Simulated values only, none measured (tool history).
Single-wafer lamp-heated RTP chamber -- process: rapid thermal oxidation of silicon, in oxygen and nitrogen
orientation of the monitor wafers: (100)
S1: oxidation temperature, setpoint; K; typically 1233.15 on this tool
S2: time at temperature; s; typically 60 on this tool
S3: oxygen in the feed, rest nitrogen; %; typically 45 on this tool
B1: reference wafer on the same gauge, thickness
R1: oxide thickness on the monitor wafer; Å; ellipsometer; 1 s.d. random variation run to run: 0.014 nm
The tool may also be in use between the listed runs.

run	hour	S1	S2	S3	B1	R1
1	0	1233.15	60	45	3.828	39.59
2	18.2	1245.15	60	45	3.83	42.78
3	46.3	1245.15	60	45	3.83	42.79
4	79.3	1233.15	60	45	3.835	39.72
5	107.4	1233.15	60	45	3.832	39.69
6	130.6	1233.15	60	45	3.83	39.62
7	142.7	1233.15	60	45	3.83	39.55
8	157.9	1233.15	60	45	3.832	39.89
9	189.6	1233.15	60	45	3.829	39.84
10	215.3	1233.15	60	45	3.834	39.73
11	239.5	1233.15	60	45	3.831	39.94
# hour 251.3: gauge calibrated
12	251.8	1233.15	60	45	3.83	39.71
13	271.6	1227.15	60	45	3.829	38.61
14	303.7	1227.15	60	45	3.829	38.5
# hour 321.2: pyrometer window cleaned and pyrometer calibrated
15	321.7	1256.15	52	45	3.83	42.06
16	333.2	1219.15	38	74	3.83	34.43
17	363.2	1233.15	60	26	3.83	33.85
18	397.2	1233.15	60	45	3.831	38.74
19	421.8	1233.15	87	19	3.828	35.68
# hour 446: oxygen flow controller replaced
20	448.1	1233.15	33	45	3.829	32
21	470.8	1233.15	60	18	3.831	32.03
22	489.8	1227.15	60	45	3.831	37.68
23	515.5	1249.15	40	31	3.833	33.78
24	548.9	1233.15	40	31	3.827	31.62
25	565.8	1233.15	84	45	3.829	44.82
26	597	1233.15	40	45	3.828	34.15
27	628.4	1233.15	60	45	3.83	39.63
28	644.7	1204.15	69	45	3.829	34.97

Here are 5 independent what-if runs from the current tool condition. What would each one return?
A	645.1	1233.15	47	45	?	?
B	645.1	1261.15	52	66	?	?
C	645.1	1233.15	82	17	?	?
D	645.1	1233.15	41	64	?	?
E	645.1	1233.15	36	34	?	?

run	B1	R1
A	3.829	36.04
B	3.829	50.18
C	3.829	34.49
D	3.829	37.65
E	3.829	31.21
The same runs, with their run-to-run variation unchanged, on a tool lacking any hidden condition would have given:
run	R1
A	35.13
B	48.6
C	33.77
D	36.63
E	30.6
